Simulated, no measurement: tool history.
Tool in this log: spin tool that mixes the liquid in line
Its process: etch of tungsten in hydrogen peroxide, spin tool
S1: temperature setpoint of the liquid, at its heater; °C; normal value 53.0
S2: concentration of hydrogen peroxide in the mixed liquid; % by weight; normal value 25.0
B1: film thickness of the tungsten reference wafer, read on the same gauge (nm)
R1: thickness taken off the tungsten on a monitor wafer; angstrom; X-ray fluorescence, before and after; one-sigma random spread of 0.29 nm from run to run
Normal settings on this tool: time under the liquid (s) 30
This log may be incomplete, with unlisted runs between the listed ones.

{"run": 1, "hour": 0.0, "S1": 53.0, "S2": 25.0, "time under the liquid (s)": 30, "B1": 60.01, "R1": 365.0}
{"run": 2, "hour": 14.7, "S1": 53.0, "S2": 25.0, "time under the liquid (s)": 30, "B1": 60.01, "R1": 362.8}
{"run": 3, "hour": 27.9, "S1": 53.0, "S2": 25.0, "time under the liquid (s)": 30, "B1": 60.0, "R1": 357.1}
{"run": 4, "hour": 34.0, "S1": 53.0, "S2": 25.0, "time under the liquid (s)": 30, "B1": 60.0, "R1": 362.3}
{"run": 5, "hour": 46.3, "S1": 53.0, "S2": 25.0, "time under the liquid (s)": 30, "B1": 60.01, "R1": 355.9}
{"run": 6, "hour": 53.7, "S1": 59.0, "S2": 23.0, "time under the liquid (s)": 30, "B1": 59.99, "R1": 500.9}
{"hour": 54.8, "done": "gauge calibrated"}
{"run": 7, "hour": 68.0, "S1": 55.5, "S2": 25.0, "time under the liquid (s)": 30, "B1": 60.0, "R1": 418.4}
{"run": 8, "hour": 76.0, "S1": 53.0, "S2": 28.5, "time under the liquid (s)": 15, "B1": 59.99, "R1": 192.7}
{"run": 9, "hour": 92.7, "S1": 53.0, "S2": 30.0, "time under the liquid (s)": 30, "B1": 60.01, "R1": 395.4}
{"run": 10, "hour": 109.9, "S1": 47.0, "S2": 21.5, "time under the liquid (s)": 35, "B1": 60.0, "R1": 270.8}
{"run": 11, "hour": 123.2, "S1": 45.0, "S2": 30.0, "time under the liquid (s)": 15, "B1": 59.99, "R1": 121.1}
{"hour": 124.9, "done": "peroxide flow meter replaced"}
{"run": 12, "hour": 131.9, "S1": 61.5, "S2": 30.0, "time under the liquid (s)": 30, "B1": 60.0, "R1": 648.3}
{"run": 13, "hour": 138.8, "S1": 53.0, "S2": 25.0, "time under the liquid (s)": 30, "B1": 60.01, "R1": 362.5}
{"run": 14, "hour": 147.7, "S1": 53.0, "S2": 25.0, "time under the liquid (s)": 30, "B1": 60.0, "R1": 360.2}
{"run": 15, "hour": 159.7, "S1": 53.0, "S2": 25.0, "time under the liquid (s)": 45, "B1": 60.02, "R1": 536.4}
{"run": 16, "hour": 170.3, "S1": 53.0, "S2": 25.0, "time under the liquid (s)": 30, "B1": 60.01, "R1": 362.1}
{"run": 17, "hour": 215.3, "S1": 50.0, "S2": 30.0, "time under the liquid (s)": 30, "B1": 60.0, "R1": 329.5}
{"run": 18, "hour": 236.2, "S1": 45.5, "S2": 27.5, "time under the liquid (s)": 20, "B1": 60.01, "R1": 162.0}
{"run": 19, "hour": 244.3, "S1": 53.0, "S2": 25.0, "time under the liquid (s)": 50, "B1": 60.01, "R1": 597.7}
{"run": 20, "hour": 254.5, "S1": 43.5, "S2": 21.5, "time under the liquid (s)": 30, "B1": 60.01, "R1": 184.5}
{"run": 21, "hour": 266.4, "S1": 53.0, "S2": 25.0, "time under the liquid (s)": 30, "B1": 60.0, "R1": 362.5}
{"run": 22, "hour": 278.1, "S1": 53.0, "S2": 27.5, "time under the liquid (s)": 45, "B1": 60.0, "R1": 564.3}
{"run": 23, "hour": 288.2, "S1": 53.0, "S2": 25.0, "time under the liquid (s)": 20, "B1": 60.01, "R1": 239.8}
{"run": 24, "hour": 298.3, "S1": 53.0, "S2": 20.5, "time under the liquid (s)": 30, "B1": 59.99, "R1": 325.3}
{"run": 25, "hour": 304.4, "S1": 53.0, "S2": 18.5, "time under the liquid (s)": 20, "B1": 60.0, "R1": 209.7}

5 options for the next run, each taken on its own from the tool as it stands now. Forecast them:
{"run": "A", "hour": 304.8, "S1": 53.0, "S2": 25.0, "time under the liquid (s)": 30, "B1": "?", "R1": "?"}
{"run": "B", "hour": 304.8, "S1": 44.0, "S2": 25.0, "time under the liquid (s)": 30, "B1": "?", "R1": "?"}
{"run": "C", "hour": 304.8, "S1": 57.0, "S2": 20.5, "time under the liquid (s)": 20, "B1": "?", "R1": "?"}
{"run": "D", "hour": 304.8, "S1": 61.5, "S2": 25.0, "time under the liquid (s)": 30, "B1": "?", "R1": "?"}
{"run": "E", "hour": 304.8, "S1": 53.0, "S2": 22.5, "time under the liquid (s)": 30, "B1": "?", "R1": "?"}

run=A B1=59.99 R1=365.4
run=B B1=59.99 R1=209.7
run=C B1=59.99 R1=279.6
run=D B1=59.99 R1=600.6
run=E B1=59.99 R1=346.6
What these runs would have given with no unlogged condition in the tool:
run=A R1=365.4
run=B R1=209.7
run=C R1=279.6
run=D R1=600.6
run=E R1=346.6

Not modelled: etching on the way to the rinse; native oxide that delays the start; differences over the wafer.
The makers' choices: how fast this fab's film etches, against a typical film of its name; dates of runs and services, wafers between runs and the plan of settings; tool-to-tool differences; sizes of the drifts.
